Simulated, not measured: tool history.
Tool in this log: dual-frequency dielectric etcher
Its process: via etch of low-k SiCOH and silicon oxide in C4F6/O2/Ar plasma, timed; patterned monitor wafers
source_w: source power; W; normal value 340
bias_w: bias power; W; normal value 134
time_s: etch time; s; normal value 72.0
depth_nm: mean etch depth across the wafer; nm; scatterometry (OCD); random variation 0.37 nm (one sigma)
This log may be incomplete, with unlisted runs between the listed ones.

| run | hour | source_w | bias_w | time_s | read-back reference wafer on the same gauge, depth_nm | depth_nm |
|---|---|---|---|---|---|---|
| 1 | 0.0 | 390 | 117 | 72.0 | 165.0 | 177.2 |
| 2 | 84.8 | 340 | 134 | 72.0 | 165.0 | 171.8 |
| 3 | 148.8 | 340 | 134 | 72.0 | 165.1 | 171.3 |
| 4 | 241.0 | 340 | 134 | 72.0 | 165.0 | 170.5 |
|  | 325.0 | bias power generator calibrated |
| 5 | 341.6 | 340 | 134 | 72.0 | 164.9 | 170.3 |
|  | 403.9 | wet clean of the chamber |
| 6 | 404.4 | 340 | 119 | 83.5 | 164.9 | 193.0 |
| 7 | 457.0 | 340 | 119 | 83.5 | 164.9 | 193.4 |
|  | 643.7 | gauge calibrated |
|  | 736.1 | source power generator calibrated |
| 8 | 749.9 | 410 | 134 | 85.0 | 165.1 | 224.2 |
| 9 | 854.7 | 380 | 145 | 72.0 | 165.0 | 188.1 |
|  | 909.6 | upper electrode replaced |
| 10 | 926.5 | 340 | 134 | 72.0 | 164.9 | 171.1 |
| 11 | 988.6 | 280 | 149 | 57.5 | 165.1 | 126.3 |
|  | 1099.3 | wet clean of the chamber |
| 12 | 1099.8 | 290 | 152 | 80.5 | 165.0 | 186.5 |
| 13 | 1192.4 | 300 | 145 | 54.5 | 165.0 | 126.1 |
| 14 | 1273.2 | 300 | 151 | 72.0 | 165.1 | 168.2 |
| 15 | 1363.9 | 390 | 125 | 60.5 | 165.2 | 152.8 |
| 16 | 1447.4 | 340 | 134 | 72.0 | 165.1 | 172.2 |
| 17 | 1516.4 | 340 | 105 | 72.0 | 165.0 | 157.6 |
| 18 | 1579.7 | 340 | 134 | 72.0 | 164.9 | 171.2 |
| 19 | 1648.2 | 380 | 148 | 79.5 | 165.0 | 207.5 |
|  | 1719.9 | wet clean of the chamber |
| 20 | 1720.4 | 340 | 134 | 72.0 | 165.0 | 173.6 |
| 21 | 1814.7 | 340 | 121 | 72.0 | 165.1 | 166.6 |
| 22 | 1964.5 | 340 | 134 | 50.5 | 165.0 | 120.7 |
| 23 | 2059.0 | 260 | 153 | 53.5 | 164.9 | 113.8 |
| 24 | 2129.1 | 340 | 134 | 72.0 | 165.0 | 170.9 |
| 25 | 2178.6 | 420 | 134 | 72.0 | 165.1 | 192.2 |
| 26 | 2307.9 | 340 | 134 | 72.0 | 165.2 | 171.1 |
| 27 | 2357.9 | 340 | 134 | 72.0 | 165.0 | 170.4 |
|  | 2429.4 | wet clean of the chamber |
| 28 | 2552.3 | 340 | 134 | 72.0 | 165.1 | 172.3 |

Each row is a separate what-if for the run after 28, all from the same tool condition, not one after another. Results?
| A | 2552.7 | 310 | 134 | 72.0 | ? | ? |
| B | 2552.7 | 380 | 123 | 66.0 | ? | ? |
| C | 2552.7 | 320 | 134 | 56.0 | ? | ? |
| D | 2552.7 | 290 | 168 | 72.0 | ? | ? |
| E | 2552.7 | 340 | 134 | 56.0 | ? | ? |

| run | read-back reference wafer on the same gauge, depth_nm | depth_nm |
|---|---|---|
| A | 164.9 | 164.0 |
| B | 164.9 | 163.6 |
| C | 164.9 | 129.9 |
| D | 164.9 | 171.4 |
| E | 164.9 | 134.5 |
Without the tool's hidden state the same runs would have given:
| run | depth_nm |
|---|---|
| A | 165.0 |
| B | 164.7 |
| C | 130.8 |
| D | 172.5 |
| E | 135.4 |
